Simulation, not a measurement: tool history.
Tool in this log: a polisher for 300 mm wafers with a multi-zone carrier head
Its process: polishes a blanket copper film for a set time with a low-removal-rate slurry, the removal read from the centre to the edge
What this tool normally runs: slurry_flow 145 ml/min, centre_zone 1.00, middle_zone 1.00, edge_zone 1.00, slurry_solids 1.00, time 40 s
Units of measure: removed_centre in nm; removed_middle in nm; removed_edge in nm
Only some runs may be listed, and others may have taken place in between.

run	hour	slurry_flow	centre_zone	middle_zone	edge_zone	slurry_solids	time	incoming thickness of the incoming film, nm	removed_centre	removed_middle	removed_edge
1	0.0	145	1.00	1.00	1.00	1.00	36	1041.7	123.3	125.4	129.7
2	4.1	145	1.00	1.00	1.00	1.00	40	1058.6	139.6	141.5	140.2
# hour 9.7: slurry nozzle cleaned
3	17.5	145	1.00	1.00	1.00	1.20	40	1055.4	154.2	155.0	156.1
4	31.4	145	1.00	1.00	1.00	1.00	51	1045.9	194.6	189.3	185.9
5	45.8	145	1.00	1.00	1.00	1.00	40	1052.5	150.6	149.3	151.0
6	59.3	130	1.03	1.00	1.00	1.00	40	1038.8	150.7	147.1	144.8
7	76.4	145	1.00	1.07	1.00	1.00	40	1029.2	152.2	155.4	146.1
8	86.5	145	1.00	1.00	1.00	1.00	40	1060.2	151.3	148.1	145.3
9	100.2	145	1.00	1.00	1.04	1.00	40	1061.7	150.3	148.6	150.2
# hour 114.4: worn pad replaced by a new one
10	115.6	145	1.00	1.00	1.00	0.85	40	1050.2	143.9	142.1	140.4
# hour 122.2: edge zone pressure recalibrated
11	125.3	145	1.00	0.95	1.00	1.00	40	1056.2	148.0	143.5	147.2
12	141.1	190	1.00	0.88	0.95	1.25	40	1048.0	169.1	148.8	157.2
13	150.8	145	1.00	1.00	1.00	1.00	40	1051.6	147.9	147.8	145.3
14	158.4	145	0.90	1.00	1.06	1.00	40	1045.8	135.1	146.5	148.8
15	165.8	115	1.06	1.00	1.00	1.20	36	1035.8	136.4	132.6	133.0
16	173.4	145	0.93	1.00	1.00	1.00	40	1033.6	134.0	147.8	146.0
17	181.0	145	0.91	1.10	1.00	1.00	40	1068.4	131.8	158.6	145.6
18	189.1	145	1.00	1.00	1.07	0.90	29	1051.0	102.7	102.3	106.4
19	201.6	145	1.00	1.00	1.00	1.00	40	1053.3	143.4	145.9	144.6
# hour 213.4: worn pad replaced by a new one
20	215.4	145	1.00	1.00	1.00	1.15	40	1043.8	144.3	151.6	150.0
21	231.1	145	0.91	1.00	1.00	0.70	40	1057.8	119.6	132.2	132.8

5 ways to go on from here, each from the tool as it stands after run 21. What would each give?
A	231.5	145	1.00	1.00	1.00	1.00	40	1063.8	?	?	?
B	231.5	145	1.00	1.00	1.00	1.00	49	1063.8	?	?	?
C	231.5	145	1.00	0.91	1.00	1.00	40	1063.8	?	?	?
D	231.5	145	1.00	0.97	0.90	1.00	49	1063.8	?	?	?
E	231.5	145	0.89	1.00	0.89	1.00	31	1063.8	?	?	?

run	removed_centre	removed_middle	removed_edge
A	144.3	142.9	143.6
B	176.8	175.1	175.9
C	144.3	132.4	143.8
D	176.8	170.8	167.5
E	99.5	110.9	105.4
The same runs, with their run-to-run variation unchanged, on a tool lacking any hidden condition would have given:
run	removed_centre	removed_middle	removed_edge
A	152.3	149.8	148.5
B	186.5	183.5	181.9
C	152.2	138.8	148.7
D	186.5	179.0	173.2
E	104.9	116.2	108.9
